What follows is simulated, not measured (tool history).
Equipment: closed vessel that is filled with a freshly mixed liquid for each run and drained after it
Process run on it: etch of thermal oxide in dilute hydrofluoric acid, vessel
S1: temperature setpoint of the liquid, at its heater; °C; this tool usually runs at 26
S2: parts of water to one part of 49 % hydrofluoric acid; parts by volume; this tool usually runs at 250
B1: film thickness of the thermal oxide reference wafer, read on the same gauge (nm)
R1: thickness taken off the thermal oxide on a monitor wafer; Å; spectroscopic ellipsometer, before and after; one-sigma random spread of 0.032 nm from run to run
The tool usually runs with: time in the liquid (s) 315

run 1 day=0 | S1=26 S2=250 time_in_the_liquid_(s)=315 | B1=140 | R1=49.2
run 2 day=4.462 | S1=26 S2=250 time_in_the_liquid_(s)=315 | B1=139.98 | R1=49.4
run 3 day=15.583 | S1=26 S2=250 time_in_the_liquid_(s)=450 | B1=140.01 | R1=70.5
-- day=26.975 hydrofluoric acid flow meter replaced
run 4 day=27.221 | S1=30 S2=250 time_in_the_liquid_(s)=315 | B1=139.99 | R1=59.3
run 5 day=28.992 | S1=26 S2=250 time_in_the_liquid_(s)=435 | B1=140.01 | R1=71
run 6 day=31.912 | S1=26 S2=250 time_in_the_liquid_(s)=435 | B1=139.97 | R1=70.8
run 7 day=36.254 | S1=26 S2=250 time_in_the_liquid_(s)=435 | B1=140.02 | R1=71.5
-- day=39.471 thermometer replaced
run 8 day=40.192 | S1=26 S2=250 time_in_the_liquid_(s)=315 | B1=139.98 | R1=46.7
-- day=41.512 gauge calibrated
run 9 day=43.071 | S1=26 S2=220 time_in_the_liquid_(s)=315 | B1=140.01 | R1=55.1
run 10 day=45.967 | S1=26 S2=220 time_in_the_liquid_(s)=315 | B1=140.02 | R1=55.4
run 11 day=47.992 | S1=26 S2=250 time_in_the_liquid_(s)=315 | B1=140.01 | R1=47.2
run 12 day=51.138 | S1=29 S2=210 time_in_the_liquid_(s)=315 | B1=140 | R1=65.3
run 13 day=52.85 | S1=27.5 S2=250 time_in_the_liquid_(s)=405 | B1=140.02 | R1=62.7
run 14 day=56.083 | S1=28.5 S2=250 time_in_the_liquid_(s)=240 | B1=140 | R1=38.6
-- day=57.067 hydrofluoric acid flow meter replaced
run 15 day=58.633 | S1=21 S2=250 time_in_the_liquid_(s)=315 | B1=139.98 | R1=40.4
run 16 day=61.854 | S1=26 S2=190 time_in_the_liquid_(s)=455 | B1=139.98 | R1=98.4
run 17 day=63.921 | S1=26 S2=250 time_in_the_liquid_(s)=430 | B1=139.97 | R1=65.7
run 18 day=65.954 | S1=30.5 S2=365 time_in_the_liquid_(s)=315 | B1=140 | R1=33.5
run 19 day=68.867 | S1=26 S2=250 time_in_the_liquid_(s)=450 | B1=139.98 | R1=67.9
run 20 day=72.9 | S1=29 S2=180 time_in_the_liquid_(s)=315 | B1=140.03 | R1=79.3
run 21 day=75.675 | S1=26 S2=250 time_in_the_liquid_(s)=315 | B1=140.02 | R1=47.5

Measured result minus the same run's result without the hidden state. Both carry the same run-to-run variation, though not necessarily the same gauge scatter:
The tool's hidden condition here consists of: liquid hotter than its thermometer reads (K); hydrofluoric acid flow below the setpoint (%); gauge reads high (%).
run=1 R1=+1.8
run=2 R1=+1.5
run=3 R1=+1.6
run=4 R1=+4
run=5 R1=+5.1
run=6 R1=+4.8
run=7 R1=+4.6
run=8 R1=-0.9
run=9 R1=-1.1
run=10 R1=-1.3
run=11 R1=-1.2
run=12 R1=-1.8
run=13 R1=-1.9
run=14 R1=-1.3
run=15 R1=+0.4
run=16 R1=+0.8
run=17 R1=+0.4
run=18 R1=+0
run=19 R1=+0.1
run=20 R1=+0
run=21 R1=-0.2
